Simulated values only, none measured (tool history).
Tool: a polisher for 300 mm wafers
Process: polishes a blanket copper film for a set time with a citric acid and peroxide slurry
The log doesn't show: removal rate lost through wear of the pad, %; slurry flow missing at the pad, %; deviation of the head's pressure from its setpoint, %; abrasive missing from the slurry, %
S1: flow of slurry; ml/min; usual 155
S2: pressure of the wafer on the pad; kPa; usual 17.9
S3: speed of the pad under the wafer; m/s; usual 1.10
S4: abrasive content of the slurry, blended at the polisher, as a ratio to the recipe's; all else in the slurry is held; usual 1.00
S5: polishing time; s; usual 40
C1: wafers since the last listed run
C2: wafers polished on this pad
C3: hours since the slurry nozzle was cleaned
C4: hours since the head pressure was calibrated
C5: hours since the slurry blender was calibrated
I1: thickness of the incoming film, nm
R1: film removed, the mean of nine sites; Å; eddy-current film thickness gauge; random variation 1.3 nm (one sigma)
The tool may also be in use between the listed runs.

run    hour   S1    S2    S3    S4  S5    C1    C2     C3     C4     C5      I1    R1
  1     0.0  125  22.1  1.10  1.00  40     0   600  158.0   49.2  359.6  1193.9  1234
  2    63.5  155  17.9  1.38  1.00  40   488  1089  221.5  112.7  423.1  1174.5  1140
      103.5  -- slurry blender recalibrated
  3   115.3  155  17.9  1.38  1.00  40   383  1472  273.3  164.5   11.8  1190.9  1120
  4   165.9  155  17.9  1.10  0.90  40   389  1862  323.9  215.1   62.4  1184.4   936
      186.1  -- slurry nozzle cleaned
  5   234.0  155  17.9  1.10  0.90  40   516  2378   47.9  283.2  130.5  1169.3   920
  6   279.7  155  17.9  1.10  0.90  40   351  2730   93.6  328.9  176.2  1176.7   876
  7   303.8  155  17.9  1.10  1.00  40   185  2915  117.7  353.0  200.3  1181.6   900
      355.2  -- worn pad replaced by a new one
  8   359.5  155  17.9  1.10  1.00  40   397    33  173.4  408.7  256.0  1163.2  1029
  9   386.4  155  17.9  1.10  1.00  40   206   240  200.3  435.6  282.9  1198.3  1028
 10   422.8  155  17.9  1.10  1.00  40   280   520  236.7  472.0  319.3  1165.4  1026
 11   459.5  155  17.9  1.10  1.00  40   282   802  273.4  508.7  356.0  1185.1  1011
      501.3  -- slurry blender recalibrated
      503.5  -- head pressure recalibrated
 12   522.9  190  17.9  1.10  1.00  40   457  1259  336.8   19.4   21.6  1196.0  1010
      551.8  -- slurry nozzle cleaned
 13   586.9  110  17.9  1.10  1.20  54   484  1744   35.1   83.4   85.6  1192.3  1386
 14   646.3  155  17.9  1.46  1.00  40   457  2201   94.5  142.8  145.0  1200.0  1136
      711.9  -- worn pad replaced by a new one
 15   712.4  180  23.4  0.94  1.00  35   477     3  160.6  208.9  211.1  1189.8  1080
      898.3  -- slurry nozzle cleaned
 16   901.3  155  17.9  1.10  1.00  40  1445  1449    3.0  397.8  400.0  1180.1  1000
 17   949.2  155  17.9  1.10  1.00  40   368  1818   50.9  445.7  447.9  1177.1   986
      973.2  -- slurry blender recalibrated
      994.1  -- head pressure recalibrated
 18   995.9  115  17.9  1.10  1.00  26   328  2146   97.6    1.8   22.7  1193.2   605
 19  1032.8  120  17.9  1.10  1.10  52   283  2430  134.5   38.7   59.6  1177.7  1214
 20  1068.9  155  17.9  1.10  1.00  40   277  2708  170.6   74.8   95.7  1163.4   922
 21  1107.3  155  13.1  1.44  1.20  36   295  3003  209.0  113.2  134.1  1183.3   748
     1142.7  -- worn pad replaced by a new one
 22  1154.1  155  17.9  1.10  1.00  40   329    88  255.8  160.0  180.9  1186.3  1045
 23  1204.8  155  14.5  1.10  0.75  40   390   478  306.5  210.7  231.6  1203.4   738
 24  1235.7  155  13.8  0.96  1.10  36   237   716  337.4  241.6  262.5  1205.6   689
     1321.2  -- slurry nozzle cleaned
 25  1356.1  155  24.1  1.10  1.00  40   918  1634   34.9  362.0  382.9  1185.3  1339
 26  1395.3  155  17.9  1.10  1.00  49   301  1936   74.1  401.2  422.1  1174.0  1189
     1411.5  -- slurry blender recalibrated
 27  1431.4  200  17.9  1.46  1.00  40   262  2198  110.2  437.3   19.9  1173.8  1174
     1437.6  -- head pressure recalibrated
 28  1496.5  155  17.9  1.10  1.00  35   485  2684  175.3   58.9   85.0  1184.9   797
     1500.7  -- worn pad replaced by a new one
 29  1550.1  155  15.2  1.10  1.00  40   381   379  228.9  112.5  138.6  1180.4   880
 30  1583.5  180  17.9  1.32  1.00  40   257   636  262.3  145.9  172.0  1192.2  1192
 31  1619.3  155  17.9  1.26  1.00  47   275   912  298.1  181.7  207.8  1186.7  1305

3 ways to go on from here, each from the tool as it stands after run 31. What would each give?
  A  1619.7  155  17.9  1.10  1.00  40   3  915  298.5  182.1  208.2  1182.5   ?
  B  1619.7  155  15.9  1.10  1.00  34   3  915  298.5  182.1  208.2  1182.5   ?
  C  1619.7  105  17.9  1.20  1.10  40   3  915  298.5  182.1  208.2  1182.5   ?

run    R1
  A  1025
  B   773
  C  1056
Without the tool's hidden state the same runs would have given:
run    R1
  A  1047
  B   790
  C  1079
